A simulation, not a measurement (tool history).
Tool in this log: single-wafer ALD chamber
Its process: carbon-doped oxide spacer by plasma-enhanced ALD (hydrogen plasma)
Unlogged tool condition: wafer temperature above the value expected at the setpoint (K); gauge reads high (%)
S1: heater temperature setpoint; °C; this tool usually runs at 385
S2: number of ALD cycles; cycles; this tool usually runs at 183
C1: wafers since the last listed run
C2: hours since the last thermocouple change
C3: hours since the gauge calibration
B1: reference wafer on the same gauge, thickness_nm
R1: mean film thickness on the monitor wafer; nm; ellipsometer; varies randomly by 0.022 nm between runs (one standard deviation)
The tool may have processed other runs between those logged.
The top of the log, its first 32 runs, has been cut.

run    hour   S1   S2  C1      C2      C3     B1     R1
 33   860.3  376  156  59  1997.5  1119.6  8.236  7.723
      862.2  -- gauge calibrated
      890.2  -- thermocouple changed; heater temperature recalibrated
 34   890.7  376  183  40     0.5    28.5  8.019  8.778
 35   912.5  385  183  39    22.3    50.3  8.021  8.778
 36   939.2  385  149  48      49      77  8.027  7.135
 37   956.5  385  183  31    66.3    94.3  8.031  8.754
 38   977.2  385  183  37      87     115  8.026  8.774
 39   998.4  385  183  38   108.2   136.2  8.024  8.784
 40  1031.5  385  162  59   141.3   169.3   8.03  7.791
 41  1050.7  376  151  34   160.5   188.5  8.026   7.23
 42    1070  395  160  34   179.8   207.8  8.032  7.671
 43  1103.1  385  183  59   212.9   240.9  8.032    8.8
 44  1122.8  396  203  35   232.6   260.6  8.033  9.756
 45  1154.6  385  156  57   264.4   292.4  8.038  7.508
 46  1177.4  385  183  41   287.2   315.2  8.036  8.817

Predict each of these 3 candidate next runs independently; none follows another, all start after run 46:
  A  1178.1  398  183   1  287.9  315.9   ?   ?
  B  1178.1  398  207   1  287.9  315.9   ?   ?
  C  1178.1  373  174   1  287.9  315.9   ?   ?

run     B1     R1
  A  8.042  8.772
  B  8.042  9.922
  C  8.042   8.34
The same runs, with their run-to-run variation unchanged, on a tool lacking any hidden condition would have given:
run     R1
  A  8.771
  B  9.921
  C   8.34
